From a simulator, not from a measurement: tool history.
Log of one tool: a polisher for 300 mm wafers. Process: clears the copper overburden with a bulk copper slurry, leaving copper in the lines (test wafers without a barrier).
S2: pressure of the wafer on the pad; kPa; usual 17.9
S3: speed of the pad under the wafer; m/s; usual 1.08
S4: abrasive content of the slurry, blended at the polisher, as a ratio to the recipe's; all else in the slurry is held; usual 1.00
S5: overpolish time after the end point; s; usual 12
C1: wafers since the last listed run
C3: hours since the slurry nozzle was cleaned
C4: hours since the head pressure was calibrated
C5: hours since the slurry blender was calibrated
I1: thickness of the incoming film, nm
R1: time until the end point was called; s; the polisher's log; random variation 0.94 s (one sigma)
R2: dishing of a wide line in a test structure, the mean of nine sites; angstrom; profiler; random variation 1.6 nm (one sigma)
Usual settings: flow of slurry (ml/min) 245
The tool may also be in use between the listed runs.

Run 1, hour 0.0: usual settings; C1 0; wafers polished on this pad 2626; C3 55.1; C4 770.6; C5 500.1; I1 719.4. Result: R1 69.1 s, R2 755 angstrom.
At hour 97.8: slurry blender recalibrated.
At hour 122.9: head pressure recalibrated.
Run 2, hour 127.9: usual settings; C1 1168; wafers polished on this pad 3795; C3 183.0; C4 5.0; C5 30.1; I1 708.0. Result: R1 64.8 s, R2 829 angstrom.
Run 3, hour 223.2: usual settings; C1 899; wafers polished on this pad 4694; C3 278.3; C4 100.3; C5 125.4; I1 709.5. Result: R1 64.5 s, R2 826 angstrom.
Run 4, hour 298.4: usual settings; C1 709; wafers polished on this pad 5403; C3 353.5; C4 175.5; C5 200.6; I1 721.0. Result: R1 65.4 s, R2 795 angstrom.
At hour 339.7: worn pad replaced by a new one, of another model than before.
Run 5, hour 342.5: usual settings but S5 7 s; C1 378; wafers polished on this pad 26; C3 397.6; C4 219.6; C5 244.7; I1 721.5. Result: R1 64.6 s, R2 525 angstrom.
Run 6, hour 404.3: usual settings but S5 7 s; C1 583; wafers polished on this pad 609; C3 459.4; C4 281.4; C5 306.5; I1 701.1. Result: R1 63.1 s, R2 531 angstrom.
Run 7, hour 480.1: usual settings but S2 15.2 kPa; C1 715; wafers polished on this pad 1324; C3 535.2; C4 357.2; C5 382.3; I1 714.8. Result: R1 71.4 s, R2 735 angstrom.
At hour 503.9: slurry nozzle cleaned.
Run 8, hour 554.1: usual settings but flow of slurry (ml/min) 330, S4 1.25; C1 688; wafers polished on this pad 2012; C3 50.2; C4 431.2; C5 456.3; I1 706.5. Result: R1 62.3 s, R2 836 angstrom.
Run 9, hour 627.4: usual settings but flow of slurry (ml/min) 270, S2 16.5 kPa, S5 9 s; C1 691; wafers polished on this pad 2704; C3 123.5; C4 504.5; C5 529.6; I1 715.9. Result: R1 70.7 s, R2 609 angstrom.
Run 10, hour 691.0: usual settings but S3 1.18 m/s; C1 599; wafers polished on this pad 3304; C3 187.1; C4 568.1; C5 593.2; I1 715.2. Result: R1 67.5 s, R2 770 angstrom.
Run 11, hour 750.1: usual settings but S3 1.20 m/s; C1 557; wafers polished on this pad 3862; C3 246.2; C4 627.2; C5 652.3; I1 713.9. Result: R1 68.1 s, R2 768 angstrom.
At hour 780.4: slurry blender recalibrated.
Run 12, hour 806.0: usual settings; C1 508; wafers polished on this pad 4370; C3 302.1; C4 683.1; C5 25.6; I1 705.8. Result: R1 64.4 s, R2 814 angstrom.
Run 13, hour 849.9: usual settings but flow of slurry (ml/min) 320, S3 0.94 m/s, S4 0.85; C1 414; wafers polished on this pad 4784; C3 346.0; C4 727.0; C5 69.5; I1 700.6. Result: R1 66.4 s, R2 775 angstrom.
At hour 930.6: worn pad replaced by a new one.
Run 14, hour 936.6: usual settings but S2 14.5 kPa, S4 0.90; C1 780; wafers polished on this pad 56; C3 432.7; C4 813.7; C5 156.2; I1 706.5. Result: R1 72.6 s, R2 714 angstrom.
Run 15, hour 1006.6: usual settings but S3 1.24 m/s; C1 660; wafers polished on this pad 717; C3 502.7; C4 883.7; C5 226.2; I1 698.1. Result: R1 59.1 s, R2 840 angstrom.
Run 16, hour 1048.7: usual settings but S2 13.8 kPa, S3 0.74 m/s; C1 397; wafers polished on this pad 1114; C3 544.8; C4 925.8; C5 268.3; I1 708.7. Result: R1 82.9 s, R2 641 angstrom.
At hour 1055.2: slurry nozzle cleaned.
At hour 1109.7: head pressure recalibrated.
Run 17, hour 1137.9: usual settings but S2 22.1 kPa, S4 1.10; C1 813; wafers polished on this pad 1927; C3 82.7; C4 28.2; C5 357.5; I1 706.5. Result: R1 57.2 s, R2 903 angstrom.
Run 18, hour 1176.3: usual settings but flow of slurry (ml/min) 215, S2 15.9 kPa, S3 1.30 m/s, S4 0.80; C1 362; wafers polished on this pad 2289; C3 121.1; C4 66.6; C5 395.9; I1 704.8. Result: R1 69.7 s, R2 735 angstrom.
Run 19, hour 1252.4: usual settings but S3 0.78 m/s; C1 717; wafers polished on this pad 3007; C3 197.2; C4 142.7; C5 472.0; I1 706.6. Result: R1 71.8 s, R2 713 angstrom.
Run 20, hour 1358.4: usual settings; C1 999; wafers polished on this pad 4007; C3 303.2; C4 248.7; C5 578.0; I1 703.3. Result: R1 69.3 s, R2 768 angstrom.
At hour 1423.5: slurry blender recalibrated.
Run 21, hour 1448.6: usual settings; C1 832; wafers polished on this pad 4839; C3 393.4; C4 338.9; C5 25.1; I1 711.8. Result: R1 62.9 s, R2 813 angstrom.
At hour 1486.0: worn pad replaced by a new one.
Run 22, hour 1498.4: usual settings; C1 432; wafers polished on this pad 117; C3 443.2; C4 388.7; C5 74.9; I1 715.9. Result: R1 65.2 s, R2 808 angstrom.
Run 23, hour 1544.5: usual settings but S3 0.72 m/s, S4 1.15; C1 434; wafers polished on this pad 551; C3 489.3; C4 434.8; C5 121.0; I1 707.2. Result: R1 73.5 s, R2 735 angstrom.
Run 24, hour 1621.7: usual settings; C1 728; wafers polished on this pad 1280; C3 566.5; C4 512.0; C5 198.2; I1 707.1. Result: R1 65.4 s, R2 792 angstrom.
Run 25, hour 1724.0: usual settings but S3 0.96 m/s; C1 965; wafers polished on this pad 2245; C3 668.8; C4 614.3; C5 300.5; I1 720.4. Result: R1 67.0 s, R2 795 angstrom.
At hour 1735.0: slurry nozzle cleaned.
Run 26, hour 1816.3: usual settings but flow of slurry (ml/min) 280, S3 0.70 m/s, S5 7 s; C1 861; wafers polished on this pad 3106; C3 81.3; C4 706.6; C5 392.8; I1 721.6. Result: R1 74.7 s, R2 463 angstrom.
Run 27, hour 1854.5: usual settings but S3 1.20 m/s; C1 360; wafers polished on this pad 3467; C3 119.5; C4 744.8; C5 431.0; I1 720.7. Result: R1 64.7 s, R2 796 angstrom.
Run 28, hour 1919.4: usual settings but flow of slurry (ml/min) 330, S3 0.78 m/s, S4 1.20, S5 16 s; C1 612; wafers polished on this pad 4079; C3 184.4; C4 809.7; C5 495.9; I1 709.5. Result: R1 71.1 s, R2 956 angstrom.

How the hidden state differs across the entries between the runs, from the last listed run before each to the first after it:
Between runs 1 and 2: slurry blender recalibrated (hour 97.8); head pressure recalibrated (hour 122.9)
  abrasive missing from the slurry, %: 21.6 -> 1.39
  measured less the result without the state, R1: +4.0 -> +0.2 s; R2: -33 -> -2 angstrom
Between runs 4 and 5: worn pad replaced by a new one, of another model than before (hour 339.7)
  abrasive missing from the slurry, %: 4.31 -> 5.77
  measured less the result without the state, R1: +0.7 -> +0.9 s; R2: -6 -> -7 angstrom
Between runs 7 and 8: slurry nozzle cleaned (hour 503.9)
  abrasive missing from the slurry, %: 12.2 -> 16.8
  measured less the result without the state, R1: +2.2 -> +2.8 s; R2: -18 -> -27 angstrom
Between runs 11 and 12: slurry blender recalibrated (hour 780.4)
  abrasive missing from the slurry, %: 33 -> 0.117
  measured less the result without the state, R1: +6.3 -> +0.0 s; R2: -56 -> +0 angstrom
Between runs 13 and 14: worn pad replaced by a new one (hour 930.6)
  abrasive missing from the slurry, %: 0.428 -> 1.88
  measured less the result without the state, R1: +0.1 -> +0.4 s; R2: +0 -> -2 angstrom
Between runs 16 and 17: slurry nozzle cleaned (hour 1055.2); head pressure recalibrated (hour 1109.7)
  abrasive missing from the slurry, %: 5.42 -> 9.57
  measured less the result without the state, R1: +1.2 -> +1.4 s; R2: -6 -> -15 angstrom
Between runs 20 and 21: slurry blender recalibrated (hour 1423.5)
  abrasive missing from the slurry, %: 24.9 -> 1.2
  measured less the result without the state, R1: +4.7 -> +0.2 s; R2: -40 -> -2 angstrom
Between runs 21 and 22: worn pad replaced by a new one (hour 1486.0)
  abrasive missing from the slurry, %: 1.2 -> 1.57
  measured less the result without the state, R1: +0.2 -> +0.2 s; R2: -2 -> -2 angstrom
Between runs 25 and 26: slurry nozzle cleaned (hour 1735.0)
  abrasive missing from the slurry, %: 7.87 -> 12.6
  measured less the result without the state, R1: +1.3 -> +2.4 s; R2: -12 -> -13 angstrom
